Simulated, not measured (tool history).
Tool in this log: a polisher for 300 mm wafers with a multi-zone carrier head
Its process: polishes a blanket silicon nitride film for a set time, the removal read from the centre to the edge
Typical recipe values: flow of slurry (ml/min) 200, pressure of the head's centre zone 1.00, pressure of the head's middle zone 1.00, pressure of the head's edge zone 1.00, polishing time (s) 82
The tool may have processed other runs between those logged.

run	hour	flow of slurry (ml/min)	pressure of the head's centre zone	pressure of the head's middle zone	pressure of the head's edge zone	polishing time (s)	wafers since the last listed run	wafers polished on this pad	hours since the slurry nozzle was cleaned	hours since the centre zone pressure was calibrated	hours since the edge zone pressure was calibrated	hours since the carrier head's membrane was replaced	incoming thickness of the incoming film, nm	film removed at the wafer's centre (nm)	film removed at mid-radius (nm)	film removed at the wafer's edge (nm)
1	0.0	200	1.00	0.94	1.00	82	0	1965	208.5	486.1	973.5	31.9	846.4	190.6	186.8	189.2
2	20.8	235	0.95	1.10	1.00	108	257	2222	229.3	506.9	994.3	52.7	833.4	238.9	284.2	250.3
# hour 36.9: edge zone pressure recalibrated
3	41.8	260	1.00	1.10	1.00	73	235	2457	250.3	527.9	4.9	73.7	857.9	168.1	190.6	174.7
4	96.1	200	1.11	1.00	1.00	101	672	3129	304.6	582.2	59.2	128.0	848.8	249.6	232.6	233.7
# hour 112.0: worn pad replaced by a new one
5	130.5	200	1.00	1.00	1.10	82	376	229	339.0	616.6	93.6	162.4	835.1	189.8	208.7	203.9
6	151.2	200	0.93	1.00	1.00	82	256	485	359.7	637.3	114.3	183.1	835.7	180.3	205.9	198.3
7	169.9	200	1.00	1.00	1.00	82	231	717	378.4	656.0	133.0	201.8	834.8	187.7	200.5	190.8
8	205.8	200	1.00	1.00	1.00	82	444	1161	414.3	691.9	168.9	237.7	843.6	190.2	205.0	195.4
# hour 226.7: centre zone pressure recalibrated
9	227.2	200	1.00	1.00	1.00	82	240	1401	435.7	0.5	190.3	259.1	836.7	187.2	205.2	188.6
10	263.7	200	1.12	1.00	1.00	71	451	1853	472.2	37.0	226.8	295.6	843.4	179.4	174.3	163.7
11	282.2	200	1.03	1.00	0.92	82	228	2082	490.7	55.5	245.3	314.1	824.5	191.9	202.9	183.4
12	317.2	235	1.00	1.00	1.00	82	433	2515	525.7	90.5	280.3	349.1	838.2	194.7	198.3	192.0
13	348.0	135	1.12	1.05	1.07	82	381	2896	556.5	121.3	311.1	379.9	840.4	196.6	193.9	190.3
# hour 363.8: worn pad replaced by a new one
14	376.7	200	1.00	1.00	1.07	56	305	159	585.2	150.0	339.8	408.6	839.3	129.8	139.7	142.4
15	400.1	200	0.91	1.06	1.00	82	289	448	608.6	173.4	363.2	432.0	841.2	176.7	212.2	197.0
16	421.0	165	0.94	0.93	0.96	82	258	707	629.5	194.3	384.1	452.9	840.6	176.7	186.9	186.4
17	439.5	200	1.00	1.00	1.00	82	228	936	648.0	212.8	402.6	471.4	838.8	191.7	199.6	197.0
18	457.8	200	1.00	1.00	1.00	82	226	1163	666.3	231.1	420.9	489.7	839.3	193.1	202.3	191.0
19	491.2	200	0.90	1.00	1.00	82	413	1576	699.7	264.5	454.3	523.1	839.1	176.4	198.0	195.2
# hour 502.2: slurry nozzle cleaned
20	520.9	200	1.00	0.89	1.00	82	355	1931	18.7	294.2	484.0	552.8	840.3	185.5	182.8	192.9
21	543.6	200	1.00	0.93	1.00	82	280	2212	41.4	316.9	506.7	575.5	858.1	187.5	188.2	188.2

Each row is a separate what-if for the run after 21, all from the same tool condition, not one after another. Results?
A	544.0	200	1.00	1.00	1.00	56	4	2217	41.8	317.3	507.1	575.9	845.0	?	?	?
B	544.0	270	1.00	0.91	1.04	82	4	2217	41.8	317.3	507.1	575.9	845.0	?	?	?
C	544.0	200	1.00	1.00	1.00	96	4	2217	41.8	317.3	507.1	575.9	845.0	?	?	?
D	544.0	200	1.09	1.00	0.89	82	4	2217	41.8	317.3	507.1	575.9	845.0	?	?	?
E	544.0	160	1.00	1.11	1.00	99	4	2217	41.8	317.3	507.1	575.9	845.0	?	?	?

run	film removed at the wafer's centre (nm)	film removed at mid-radius (nm)	film removed at the wafer's edge (nm)
A	129.6	135.0	128.7
B	195.4	188.8	196.2
C	222.1	231.5	220.6
D	206.9	197.7	178.4
E	223.7	253.7	223.5
Had the tool no hidden state, the same runs would have come out as:
run	film removed at the wafer's centre (nm)	film removed at mid-radius (nm)	film removed at the wafer's edge (nm)
A	135.0	140.7	134.1
B	203.7	196.8	204.5
C	231.5	241.3	229.9
D	215.7	206.0	185.9
E	233.1	264.4	233.0
